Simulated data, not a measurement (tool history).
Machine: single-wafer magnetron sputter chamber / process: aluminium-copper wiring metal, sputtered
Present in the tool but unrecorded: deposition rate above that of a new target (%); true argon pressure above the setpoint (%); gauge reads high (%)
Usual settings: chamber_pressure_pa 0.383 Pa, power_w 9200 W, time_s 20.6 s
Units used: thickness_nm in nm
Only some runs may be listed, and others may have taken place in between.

run,day,chamber_pressure_pa,power_w,time_s,wafers since the last listed run,wafers on the sputter target,hours since the last manometer calibration,hours since the magnet pack was replaced,hours since the gauge calibration,"read-back reference wafer on the same gauge, thickness_nm",thickness_nm
1,0.000,0.277,10350,20.6,0,1316,1959.1,7772.9,333.5,258.264,338.079
2,0.271,0.277,10350,20.6,284,1600,1965.6,7779.4,340.0,257.811,340.484
3,0.938,0.383,9200,20.6,699,2299,1981.6,7795.4,356.0,257.702,298.511
4,1.500,0.383,9200,20.6,590,2889,1995.1,7808.9,369.5,258.154,297.582
5,2.033,0.383,9200,20.6,559,3449,2007.9,7821.7,382.3,257.658,296.462
6,2.492,0.383,9200,20.6,480,3930,2018.9,7832.7,393.3,257.744,294.063
7,3.138,0.383,9200,20.6,677,4607,2034.4,7848.2,408.8,257.812,292.812
8,4.133,0.383,10000,18.2,1044,5652,2058.3,7872.1,432.7,257.877,270.237
9,4.554,0.383,10000,18.2,441,6094,2068.4,7882.2,442.8,258.372,268.927
# day 5.004: gauge calibrated
# day 5.071: sputter target and shields replaced
10,5.092,0.383,10000,18.2,214,21,2081.3,7895.1,2.1,257.775,281.696
11,5.692,0.383,9200,23.1,629,651,2095.7,7909.5,16.5,258.421,338.752
# day 6.746: capacitance manometer re-zeroed and calibrated
12,6.767,0.383,9200,23.1,778,1429,0.5,7935.3,42.3,257.774,336.099
13,6.958,0.383,9200,23.1,201,1630,5.1,7939.9,46.9,258.048,335.198
# day 7.696: magnet pack replaced
14,7.717,0.383,9200,20.6,445,2076,23.3,0.5,65.1,257.933,300.870
15,8.162,0.383,9200,20.6,467,2544,34.0,11.2,75.8,258.013,293.806
16,8.717,0.383,9200,20.6,581,3125,47.3,24.5,89.1,258.211,296.496
17,9.375,0.476,9200,19.1,690,3816,63.1,40.3,104.9,258.012,263.261
18,9.812,0.325,9200,20.6,459,4275,73.6,50.8,115.4,257.959,299.504
19,10.121,0.493,9900,17.0,323,4598,81.0,58.2,122.8,258.112,242.737
20,10.658,0.383,9200,20.6,563,5162,93.9,71.1,135.7,258.075,291.098
21,11.358,0.383,9200,20.6,734,5897,110.7,87.9,152.5,258.116,287.640
# day 11.708: sputter target and shields replaced
22,11.808,0.383,9200,22.7,122,106,121.5,98.7,163.3,257.646,328.726
23,12.321,0.383,9200,20.6,537,644,133.8,111.0,175.6,257.788,298.089
24,12.938,0.383,9200,20.6,646,1291,148.6,125.8,190.4,258.081,298.218
25,13.321,0.383,7350,17.4,402,1693,157.8,135.0,199.6,257.880,218.901
26,13.967,0.236,11450,22.6,677,2370,173.3,150.5,215.1,257.579,401.576
27,14.488,0.383,9200,23.3,546,2917,185.8,163.0,227.6,258.287,336.283
28,15.058,0.383,10000,18.2,598,3516,199.5,176.7,241.3,257.534,276.076
29,15.712,0.383,8550,20.6,686,4202,215.2,192.4,257.0,257.813,278.921
30,16.158,0.502,10650,21.8,467,4670,225.9,203.1,267.7,257.996,323.006
31,16.875,0.500,10400,17.1,751,5422,243.1,220.3,284.9,258.260,249.378
# day 17.292: sputter target and shields replaced
32,17.550,0.383,9200,20.6,358,270,259.3,236.5,301.1,258.547,301.307
33,18.025,0.278,8100,23.8,498,769,270.7,247.9,312.5,258.115,329.183
34,18.417,0.440,7200,20.6,410,1179,280.1,257.3,321.9,258.143,253.040
35,18.729,0.344,10800,23.8,327,1507,287.6,264.8,329.4,258.257,388.218
36,19.121,0.383,10850,20.6,410,1918,297.0,274.2,338.8,258.168,333.932

Below are 3 alternative next runs, each starting from the tool's condition after run 36. Predict each:
A,19.138,0.383,9200,20.6,17,1936,297.4,274.6,339.2,?,?
B,19.138,0.267,9200,20.6,17,1936,297.4,274.6,339.2,?,?
C,19.138,0.383,9200,17.1,17,1936,297.4,274.6,339.2,?,?

run,"read-back reference wafer on the same gauge, thickness_nm",thickness_nm
A,257.600,298.007
B,257.600,311.866
C,257.600,247.375
The same runs, with their run-to-run variation unchanged, on a tool lacking any hidden condition would have given:
run,thickness_nm
A,300.420
B,314.392
C,249.378
